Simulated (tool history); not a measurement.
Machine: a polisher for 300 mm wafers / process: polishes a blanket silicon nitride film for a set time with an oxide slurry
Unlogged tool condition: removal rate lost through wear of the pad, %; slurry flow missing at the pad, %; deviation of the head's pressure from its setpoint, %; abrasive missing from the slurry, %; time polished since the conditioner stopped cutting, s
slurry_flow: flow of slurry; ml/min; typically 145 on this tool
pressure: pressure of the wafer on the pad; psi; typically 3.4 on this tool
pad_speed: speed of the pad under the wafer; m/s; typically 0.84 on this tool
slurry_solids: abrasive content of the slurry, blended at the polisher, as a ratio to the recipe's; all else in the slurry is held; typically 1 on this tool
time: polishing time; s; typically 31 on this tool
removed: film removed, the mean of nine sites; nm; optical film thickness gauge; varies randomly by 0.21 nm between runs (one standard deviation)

run    hour  slurry_flow  pressure  pad_speed  slurry_solids  time  wafers since the last listed run  wafers polished on this pad  hours since the slurry nozzle was cleaned  hours since the head pressure was calibrated  hours since the slurry blender was calibrated  hours since the conditioning disc was replaced  incoming thickness of the incoming film, nm  removed
  1       0          145       3.4       0.84              1    31                                 0                         1648                                      225.9                                         820.4                                          154.8                                           276.9                                        521.6     17.3
  2    67.1          115       3.7       0.84              1    31                               777                         2425                                        293                                         887.5                                          221.9                                             344                                        525.1     16.6
       87.1  -- conditioning disc replaced and pad reconditioned
  3   134.4          115       3.7       0.84              1    31                               756                         3181                                      360.3                                         954.8                                          289.2                                            47.3                                        516.4     19.3
  4   198.5          115       3.7       0.84              1    31                               742                         3924                                      424.4                                        1018.9                                          353.3                                           111.4                                        530.8     18.4
      243.8  -- slurry nozzle cleaned
      250.7  -- slurry blender recalibrated
  5   254.1          145       3.4       0.84              1    31                               609                         4533                                       10.3                                        1074.5                                            3.4                                             167                                        522.5       18
      269.2  -- worn pad replaced by a new one
  6   317.8          145       4.1       0.84              1    31                               691                          562                                         74                                        1138.2                                           67.1                                           230.7                                        522.2     20.1
  7   371.2          170       3.9       0.84              1    40                               618                         1181                                      127.4                                        1191.6                                          120.5                                           284.1                                        523.3     24.9
  8   420.3          190       3.4       0.66            1.2    31                               568                         1750                                      176.5                                        1240.7                                          169.6                                           333.2                                        513.2     16.4
      426.7  -- conditioning disc replaced and pad reconditioned
  9   459.9          145       3.4       0.84            0.9    31                               435                         2185                                      216.1                                        1280.3                                          209.2                                            33.2                                        529.8       18
 10   488.1          145       2.4       0.84              1    31                               326                         2512                                      244.3                                        1308.5                                          237.4                                            61.4                                        512.9     14.4
 11   545.3          100       3.4       0.84              1    31                               662                         3174                                      301.5                                        1365.7                                          294.6                                           118.6                                        524.6     16.8
 12   606.9          160       3.4       0.84              1    39                               713                         3888                                      363.1                                        1427.3                                          356.2                                           180.2                                        510.1     22.3
      626.3  -- worn pad replaced by a new one
      650.8  -- slurry blender recalibrated
 13   659.6          145       3.4       0.84              1    31                               540                          363                                      415.8                                          1480                                            8.8                                           232.9                                        515.5       17
 14   695.1          120       3.4       0.84              1    31                               411                          774                                      451.3                                        1515.5                                           44.3                                           268.4                                        510.7     16.5
      723.9  -- head pressure recalibrated
      730.7  -- slurry nozzle cleaned
      754.3  -- conditioning disc replaced and pad reconditioned
 15   763.4          145       2.3       0.84              1    41                               733                         1507                                       32.7                                          39.5                                          112.6                                             9.1                                        526.1     18.6
 16   810.1          125       3.4       0.74           1.15    23                               540                         2048                                       79.4                                          86.2                                          159.3                                            55.8                                        524.8     13.2
 17   869.3          145       3.4       0.84              1    39                               685                         2734                                      138.6                                         145.4                                          218.5                                             115                                        524.7     22.8
 18   912.5          145       2.3       0.66              1    31                               500                         3234                                      181.8                                         188.6                                          261.7                                           158.2                                        519.7     11.5
      944.7  -- worn pad replaced by a new one
 19   967.3          125       3.4       1.04              1    23                               588                          261                                      236.6                                         243.4                                          316.5                                             213                                        513.9     14.4
 20  1017.8           95       4.5       0.84            1.2    31                               585                          846                                      287.1                                         293.9                                            367                                           263.5                                        519.2     20.5
     1041.8  -- slurry blender recalibrated
 21  1088.6          145       2.9        0.7              1    38                               796                         1643                                      357.9                                         364.7                                           46.8                                           334.3                                          512     16.3
     1127.9  -- conditioning disc replaced and pad reconditioned
     1148.8  -- slurry nozzle cleaned
 22  1158.6          145       3.4       0.84           1.15    27                               776                         2419                                        9.8                                         434.7                                          116.8                                            30.7                                        516.6     17.2
 23  1223.7          145       3.4       0.84              1    31                               754                         3173                                       74.9                                         499.8                                          181.9                                            95.8                                          523     17.9
 24    1266          145       3.4       0.84              1    31                               490                         3663                                      117.2                                         542.1                                          224.2                                           138.1                                          521     17.9
     1298.7  -- worn pad replaced by a new one
 25  1299.2          115       3.8       0.94              1    25                               338                            5                                      150.4                                         575.3                                          257.4                                           171.3                                        520.7       16

Predict each of these 4 candidate next runs independently; none follows another, all start after run 25:
  A  1299.6          130       3.4       0.84              1    31                                 4                           10                                      150.8                                         575.7                                          257.8                                           171.7                                        523.5        ?
  B  1299.6          105       3.4       0.84              1    31                                 4                           10                                      150.8                                         575.7                                          257.8                                           171.7                                        523.5        ?
  C  1299.6          145       3.4       0.84              1    36                                 4                           10                                      150.8                                         575.7                                          257.8                                           171.7                                        523.5        ?
  D  1299.6          120       2.9       0.84            1.1    31                                 4                           10                                      150.8                                         575.7                                          257.8                                           171.7                                        523.5        ?

run  removed
  A     17.2
  B     16.3
  C     20.5
  D     15.6
What these runs would have given with no unlogged condition in the tool:
run  removed
  A     18.8
  B     17.8
  C     22.3
  D     16.9
